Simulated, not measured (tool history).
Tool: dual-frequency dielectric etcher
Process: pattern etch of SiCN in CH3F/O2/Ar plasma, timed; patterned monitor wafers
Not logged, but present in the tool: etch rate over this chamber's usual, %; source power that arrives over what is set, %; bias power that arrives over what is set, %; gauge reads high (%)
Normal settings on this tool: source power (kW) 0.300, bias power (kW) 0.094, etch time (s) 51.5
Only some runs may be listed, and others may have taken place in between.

| run | hour | source power (kW) | bias power (kW) | etch time (s) | wafers since the last listed run | hours since the last wet clean | hours since the last source power generator calibration | hours since the last bias power generator calibration | hours since the last upper electrode change | hours since the gauge calibration | read-back reference wafer on the same gauge, depth_nm | mean etch depth across the wafer (nm) |
|---|---|---|---|---|---|---|---|---|---|---|---|---|
| 1 | 0.0 | 0.280 | 0.094 | 63.0 | 0 | 529.6 | 1583.5 | 2117.9 | 5062.7 | 1845.4 | 21.92 | 22.12 |
| 2 | 74.4 | 0.260 | 0.094 | 51.5 | 1257 | 604.0 | 1657.9 | 2192.3 | 5137.1 | 1919.8 | 21.90 | 17.48 |
|  | 164.8 | wet clean of the chamber |
| 3 | 166.5 | 0.260 | 0.094 | 51.5 | 1150 | 1.7 | 1750.0 | 2284.4 | 5229.2 | 2011.9 | 21.90 | 17.61 |
| 4 | 244.7 | 0.280 | 0.094 | 51.5 | 1321 | 79.9 | 1828.2 | 2362.6 | 5307.4 | 2090.1 | 21.93 | 18.23 |
| 5 | 321.8 | 0.280 | 0.094 | 51.5 | 1302 | 157.0 | 1905.3 | 2439.7 | 5384.5 | 2167.2 | 21.86 | 17.95 |
|  | 405.6 | source power generator calibrated |
| 6 | 419.2 | 0.300 | 0.094 | 57.5 | 1578 | 254.4 | 13.6 | 2537.1 | 5481.9 | 2264.6 | 21.89 | 20.62 |
| 7 | 474.5 | 0.330 | 0.094 | 42.5 | 934 | 309.7 | 68.9 | 2592.4 | 5537.2 | 2319.9 | 21.91 | 15.82 |
|  | 507.6 | gauge calibrated |
| 8 | 560.7 | 0.300 | 0.094 | 51.5 | 1456 | 395.9 | 155.1 | 2678.6 | 5623.4 | 53.1 | 21.90 | 18.45 |
| 9 | 656.3 | 0.300 | 0.094 | 51.5 | 1615 | 491.5 | 250.7 | 2774.2 | 5719.0 | 148.7 | 21.90 | 18.51 |
| 10 | 721.3 | 0.300 | 0.094 | 51.5 | 1098 | 556.5 | 315.7 | 2839.2 | 5784.0 | 213.7 | 21.89 | 18.32 |
|  | 757.0 | bias power generator calibrated |
|  | 793.5 | wet clean of the chamber |
| 11 | 807.7 | 0.300 | 0.103 | 44.0 | 986 | 14.2 | 402.1 | 50.7 | 5870.4 | 300.1 | 21.88 | 16.66 |
| 12 | 901.7 | 0.300 | 0.115 | 66.0 | 1588 | 108.2 | 496.1 | 144.7 | 5964.4 | 394.1 | 21.90 | 26.63 |
| 13 | 976.5 | 0.240 | 0.094 | 40.0 | 1263 | 183.0 | 570.9 | 219.5 | 6039.2 | 468.9 | 21.90 | 13.35 |
| 14 | 1045.3 | 0.240 | 0.094 | 51.5 | 1162 | 251.8 | 639.7 | 288.3 | 6108.0 | 537.7 | 21.87 | 16.97 |
|  | 1110.0 | upper electrode replaced |
| 15 | 1144.8 | 0.240 | 0.094 | 37.0 | 1275 | 351.3 | 739.2 | 387.8 | 34.8 | 637.2 | 21.87 | 12.21 |
| 16 | 1237.6 | 0.300 | 0.094 | 51.5 | 1568 | 444.1 | 832.0 | 480.6 | 127.6 | 730.0 | 21.92 | 18.68 |
| 17 | 1342.9 | 0.280 | 0.094 | 51.5 | 1779 | 549.4 | 937.3 | 585.9 | 232.9 | 835.3 | 21.90 | 18.08 |
|  | 1394.2 | wet clean of the chamber |
| 18 | 1402.4 | 0.300 | 0.094 | 39.5 | 599 | 8.2 | 996.8 | 645.4 | 292.4 | 894.8 | 21.91 | 14.20 |
| 19 | 1465.2 | 0.300 | 0.094 | 36.0 | 1061 | 71.0 | 1059.6 | 708.2 | 355.2 | 957.6 | 21.90 | 12.92 |
| 20 | 1529.1 | 0.350 | 0.100 | 46.0 | 1079 | 134.9 | 1123.5 | 772.1 | 419.1 | 1021.5 | 21.90 | 18.12 |
| 21 | 1613.2 | 0.300 | 0.094 | 42.5 | 1421 | 219.0 | 1207.6 | 856.2 | 503.2 | 1105.6 | 21.90 | 15.20 |
| 22 | 1676.4 | 0.260 | 0.107 | 39.0 | 1067 | 282.2 | 1270.8 | 919.4 | 566.4 | 1168.8 | 21.91 | 14.38 |
| 23 | 1755.9 | 0.300 | 0.094 | 56.0 | 1343 | 361.7 | 1350.3 | 998.9 | 645.9 | 1248.3 | 21.90 | 20.26 |
| 24 | 1807.4 | 0.300 | 0.094 | 51.5 | 870 | 413.2 | 1401.8 | 1050.4 | 697.4 | 1299.8 | 21.89 | 18.33 |
| 25 | 1889.8 | 0.300 | 0.094 | 51.5 | 1392 | 495.6 | 1484.2 | 1132.8 | 779.8 | 1382.2 | 21.86 | 18.47 |
|  | 1975.1 | wet clean of the chamber |
| 26 | 1996.6 | 0.270 | 0.074 | 51.5 | 1399 | 21.5 | 1591.0 | 1239.6 | 886.6 | 1489.0 | 21.86 | 15.42 |
| 27 | 2067.0 | 0.340 | 0.114 | 51.5 | 1189 | 91.9 | 1661.4 | 1310.0 | 957.0 | 1559.4 | 21.89 | 21.71 |
| 28 | 2163.0 | 0.300 | 0.094 | 51.5 | 1622 | 187.9 | 1757.4 | 1406.0 | 1053.0 | 1655.4 | 21.88 | 18.41 |
| 29 | 2221.6 | 0.300 | 0.104 | 51.5 | 990 | 246.5 | 1816.0 | 1464.6 | 1111.6 | 1714.0 | 21.91 | 19.82 |

Across each entry between runs, compare the hidden state at the last listed run before it with the hidden state at the first listed run after it:
After run 2, before run 3: wet clean of the chamber (hour 164.8)
  nothing in the hidden state changes from one run to the other
After run 5, before run 6: source power generator calibrated (hour 405.6)
  nothing in the hidden state changes from one run to the other
After run 7, before run 8: gauge calibrated (hour 507.6)
  nothing in the hidden state changes from one run to the other
After run 10, before run 11: bias power generator calibrated (hour 757.0); wet clean of the chamber (hour 793.5)
  nothing in the hidden state changes from one run to the other
After run 14, before run 15: upper electrode replaced (hour 1110.0)
  nothing in the hidden state changes from one run to the other
After run 17, before run 18: wet clean of the chamber (hour 1394.2)
  nothing in the hidden state changes from one run to the other
After run 25, before run 26: wet clean of the chamber (hour 1975.1)
  nothing in the hidden state changes from one run to the other
